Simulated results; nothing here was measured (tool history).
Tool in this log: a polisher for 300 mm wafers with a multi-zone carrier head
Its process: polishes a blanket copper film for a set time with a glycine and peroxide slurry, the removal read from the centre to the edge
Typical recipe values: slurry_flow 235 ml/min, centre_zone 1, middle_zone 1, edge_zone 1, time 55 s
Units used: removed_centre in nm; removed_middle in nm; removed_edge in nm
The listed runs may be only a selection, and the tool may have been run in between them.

| run | hour | slurry_flow | centre_zone | middle_zone | edge_zone | time | incoming thickness of the incoming film, nm | removed_centre | removed_middle | removed_edge |
|---|---|---|---|---|---|---|---|---|---|---|
| 1 | 0 | 195 | 0.95 | 1 | 1 | 55 | 1056.5 | 288.3 | 299.1 | 305.3 |
| 2 | 58.8 | 215 | 0.91 | 1 | 1 | 55 | 1053.1 | 279.1 | 308 | 314.3 |
| 3 | 120.4 | 165 | 1 | 1.1 | 0.95 | 73 | 1066.2 | 377.9 | 412.7 | 379.7 |
| 4 | 174.3 | 165 | 1 | 1.1 | 0.95 | 73 | 1049.9 | 377.5 | 410 | 385.8 |
| 5 | 240 | 235 | 1.07 | 1 | 1.09 | 67 | 1056.3 | 404.7 | 380.6 | 396 |
| 6 | 292.1 | 235 | 1 | 1.04 | 1 | 55 | 1056 | 306 | 322.3 | 313 |
|  | 400.7 | worn pad replaced by a new one, of another model than before |
|  | 404.8 | carrier head's membrane replaced by a new one |
| 7 | 426.8 | 235 | 1 | 1.08 | 1 | 46 | 1039.9 | 265.2 | 276 | 263.4 |
|  | 457.2 | slurry nozzle cleaned |
| 8 | 495 | 235 | 0.96 | 1.09 | 1 | 55 | 1067 | 313.2 | 342.4 | 319.8 |
| 9 | 555.9 | 235 | 1 | 1 | 1 | 37 | 1032.3 | 218.8 | 216.8 | 216.9 |
| 10 | 597.4 | 235 | 1 | 1 | 1 | 55 | 1054.4 | 321.8 | 314.8 | 322.6 |
| 11 | 632.1 | 195 | 0.95 | 1 | 1 | 55 | 1058.6 | 295.3 | 316.5 | 313.3 |
|  | 664.8 | edge zone pressure recalibrated |
| 12 | 678.6 | 235 | 1 | 1 | 1 | 55 | 1035.6 | 317.1 | 318.2 | 311.2 |
| 13 | 787.2 | 155 | 1 | 1 | 0.88 | 55 | 1054.3 | 295.5 | 293.4 | 289.2 |
| 14 | 821.9 | 255 | 1 | 1 | 0.91 | 38 | 1051.6 | 220.9 | 223.4 | 212.1 |
| 15 | 856.2 | 280 | 1.08 | 0.93 | 1 | 72 | 1053.1 | 457.8 | 398.4 | 416.3 |
|  | 876.1 | worn pad replaced by a new one |
| 16 | 904.2 | 235 | 1 | 0.93 | 0.93 | 49 | 1043.8 | 283.1 | 265.9 | 272.9 |
| 17 | 929.3 | 235 | 1 | 1 | 1 | 55 | 1052.9 | 314.2 | 316.8 | 313.8 |
| 18 | 1001.3 | 235 | 1.12 | 0.95 | 1 | 55 | 1059.7 | 352.8 | 305.4 | 315.5 |
| 19 | 1056.7 | 210 | 1 | 0.89 | 1 | 55 | 1058.7 | 306.2 | 279.1 | 314.8 |
|  | 1063.3 | slurry nozzle cleaned |
| 20 | 1100 | 235 | 1 | 1.12 | 1 | 43 | 1051.6 | 253.8 | 277.7 | 255.1 |
|  | 1139.4 | centre zone pressure recalibrated |
| 21 | 1139.9 | 235 | 1 | 1 | 1.1 | 55 | 1046.9 | 323.2 | 324.9 | 337.3 |
| 22 | 1168.6 | 235 | 1 | 1 | 1 | 55 | 1043.7 | 319.2 | 316.6 | 321 |
| 23 | 1194.4 | 235 | 1.12 | 1 | 0.95 | 61 | 1042.6 | 395.4 | 358.3 | 342.5 |

Measured less the same run without the tool's hidden state. The same run-to-run variation is in both; the gauge's scatter may not be:
Hidden state at play: removal rate lost through wear of the pad, %; slurry flow missing at the pad, %; deviation of the centre zone's pressure from its setpoint, %; deviation of the edge zone's pressure from its setpoint, %.
| run | removed_centre | removed_middle | removed_edge |
|---|---|---|---|
| 1 | -13.2 | -12.1 | -8.9 |
| 2 | -13.3 | -13.1 | -9.8 |
| 3 | -27.7 | -26.6 | -17.2 |
| 4 | -29.8 | -28.4 | -18.7 |
| 5 | -22.5 | -19 | -14.4 |
| 6 | -17.8 | -16.6 | -11.9 |
| 7 | -11.5 | -10.7 | -7.5 |
| 8 | -2.6 | -2.5 | -1.8 |
| 9 | -3.5 | -3.1 | -2.3 |
| 10 | -6.6 | -5.8 | -4.3 |
| 11 | -8.2 | -7.7 | -5.6 |
| 12 | -8.6 | -7.8 | -5.6 |
| 13 | -13.9 | -12.3 | -8.6 |
| 14 | -7.1 | -6.5 | -4.6 |
| 15 | -14.1 | -11 | -8.7 |
| 16 | -10.5 | -8.8 | -6.8 |
| 17 | -11.9 | -10.7 | -7.9 |
| 18 | -13.9 | -10.7 | -8.2 |
| 19 | -13.5 | -11 | -9.1 |
| 20 | -1.6 | -1.5 | -1 |
| 21 | -3.5 | -3.2 | -2.5 |
| 22 | -4.5 | -4 | -3 |
| 23 | -6.7 | -5.4 | -3.9 |
